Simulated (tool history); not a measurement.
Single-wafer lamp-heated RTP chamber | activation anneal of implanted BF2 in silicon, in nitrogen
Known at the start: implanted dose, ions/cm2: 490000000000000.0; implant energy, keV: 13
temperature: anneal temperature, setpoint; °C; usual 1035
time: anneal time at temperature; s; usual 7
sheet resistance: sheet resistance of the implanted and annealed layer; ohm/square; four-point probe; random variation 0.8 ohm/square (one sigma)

| run | hour | temperature | time | read-back reference wafer on the same gauge, sheet resistance | sheet resistance |
|---|---|---|---|---|---|
| 1 | 0 | 1017 | 10 | 293.95 | 298.7 |
| 2 | 33.9 | 1017 | 10 | 294 | 298.27 |
| 3 | 59.5 | 1017 | 10 | 293.85 | 298.3 |
| 4 | 93.7 | 1035 | 7 | 294.03 | 291.58 |
| 5 | 105.8 | 1035 | 7 | 294.07 | 291.53 |
| 6 | 139.1 | 1035 | 7 | 294.1 | 291.39 |
| 7 | 156.9 | 1035 | 7 | 293.93 | 289.81 |
| 8 | 184.6 | 1035 | 8 | 293.8 | 289.33 |
| 9 | 202 | 1035 | 8 | 293.88 | 287.99 |
| 10 | 214.9 | 1035 | 7 | 294.04 | 290.45 |
|  | 303.1 | pyrometer window cleaned and pyrometer calibrated |
| 11 | 303.6 | 1035 | 7 | 293.76 | 296.67 |
| 12 | 327.5 | 1035 | 7 | 293.82 | 296.2 |
|  | 349.9 | reflector plate cleaned |
| 13 | 350.4 | 1035 | 7 | 293.95 | 293.34 |
| 14 | 402.8 | 1035 | 7 | 293.77 | 292.18 |
| 15 | 502.8 | 1035 | 10 | 294.18 | 282.98 |
|  | 505.4 | gauge calibrated |
| 16 | 519.4 | 1035 | 7 | 294.04 | 289.95 |
| 17 | 550.7 | 1035 | 10 | 294.01 | 284.78 |
| 18 | 568 | 1024 | 7 | 294.11 | 296.82 |
| 19 | 588.1 | 1035 | 7 | 293.97 | 288.49 |
| 20 | 616.5 | 1051 | 7 | 294.03 | 278.65 |
| 21 | 650.8 | 1062 | 9 | 293.76 | 267.29 |
| 22 | 674.2 | 1051 | 7 | 293.78 | 279.23 |
| 23 | 694.6 | 1023 | 10 | 294.24 | 290.8 |
| 24 | 709 | 1008 | 7 | 293.95 | 308.61 |
| 25 | 730.4 | 1053 | 5 | 293.79 | 282.84 |
|  | 782.1 | pyrometer window cleaned and pyrometer calibrated |
| 26 | 797.3 | 1035 | 7 | 293.91 | 295.54 |
| 27 | 832.6 | 1047 | 10 | 294.14 | 280.74 |
| 28 | 846 | 1035 | 7 | 293.81 | 293.55 |
| 29 | 868.7 | 1011 | 4 | 293.96 | 322.5 |
| 30 | 883 | 1035 | 10 | 293.77 | 286.09 |
| 31 | 896.2 | 1016 | 7 | 293.75 | 305.63 |
| 32 | 920.6 | 1014 | 5 | 294.09 | 313.03 |
| 33 | 936.5 | 1019 | 10 | 294.16 | 295.01 |
| 34 | 957.1 | 1027 | 5 | 294.14 | 302.29 |
| 35 | 1002.8 | 1035 | 7 | 294.03 | 289.86 |
| 36 | 1023.4 | 1035 | 7 | 293.81 | 289.23 |

5 ways to go on from here, each from the tool as it stands after run 36. What would each give?
| A | 1023.8 | 1035 | 9 | ? | ? |
| B | 1023.8 | 1064 | 10 | ? | ? |
| C | 1023.8 | 1006 | 10 | ? | ? |
| D | 1023.8 | 1048 | 4 | ? | ? |
| E | 1023.8 | 1047 | 6 | ? | ? |

| run | read-back reference wafer on the same gauge, sheet resistance | sheet resistance |
|---|---|---|
| A | 293.78 | 284.11 |
| B | 293.78 | 263.84 |
| C | 293.78 | 302.11 |
| D | 293.78 | 288.81 |
| E | 293.78 | 282.98 |
Without the tool's hidden state the same runs would have given:
| run | sheet resistance |
|---|---|
| A | 291.04 |
| B | 269.95 |
| C | 310.58 |
| D | 295.47 |
| E | 289.83 |
